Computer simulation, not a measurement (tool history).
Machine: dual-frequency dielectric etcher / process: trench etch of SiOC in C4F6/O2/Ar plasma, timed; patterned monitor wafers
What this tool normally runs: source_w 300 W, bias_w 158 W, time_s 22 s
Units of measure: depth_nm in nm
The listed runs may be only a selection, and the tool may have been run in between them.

run,hour,source_w,bias_w,time_s,"read-back reference wafer on the same gauge, depth_nm",depth_nm
1,0,300,158,22,32.41,39.73
2,56.2,300,158,22,32.41,39.71
3,138.2,300,158,22,32.41,39.88
4,235.2,300,158,22,32.39,38.82
5,289.4,300,158,22,32.4,38.54
6,332.8,300,158,22,32.41,39.52
7,373.4,300,158,22,32.42,39.47
8,439.3,270,193,22,32.37,40.16
9,530.5,300,158,22,32.34,40.06
10,597.3,300,141,17.5,32.38,30.61
11,633.6,300,158,25.5,32.37,46.17
12,723.2,220,158,23.5,32.34,41.08
13,762.1,360,158,22,32.39,41.7
14,819.1,300,191,25.5,32.43,47.9
15,1014.9,300,158,26.5,32.42,48.13

Not shown: 6 entries that the log had between the listed runs. Between which runs, and how does the tool's hidden state differ before and after?
Between runs 3 and 4: wet clean of the chamber (hour 234.7)
  etch rate over this chamber's usual, %: 3.5 -> 0.277
  difference, measured minus the result without the unlogged condition, depth_nm: +1.35 -> +0.11 nm
Between runs 9 and 10: upper electrode replaced, of another model than before (hour 580.4)
  etch rate over this chamber's usual, %: 2.87 -> 3.45
  difference, measured minus the result without the unlogged condition, depth_nm: +1.11 -> +1.02 nm
Between runs 10 and 11: gauge calibrated (hour 600.9)
  etch rate over this chamber's usual, %: 3.45 -> 3.77
  difference, measured minus the result without the unlogged condition, depth_nm: +1.02 -> +1.68 nm
Between runs 11 and 12: bias power generator calibrated (hour 640); source power generator calibrated (hour 673.8)
  etch rate over this chamber's usual, %: 3.77 -> 4.55
  difference, measured minus the result without the unlogged condition, depth_nm: +1.68 -> +1.79 nm
Between runs 13 and 14: wet clean of the chamber (hour 810.9)
  etch rate over this chamber's usual, %: 4.9 -> 0.591
  difference, measured minus the result without the unlogged condition, depth_nm: +1.95 -> +0.28 nm
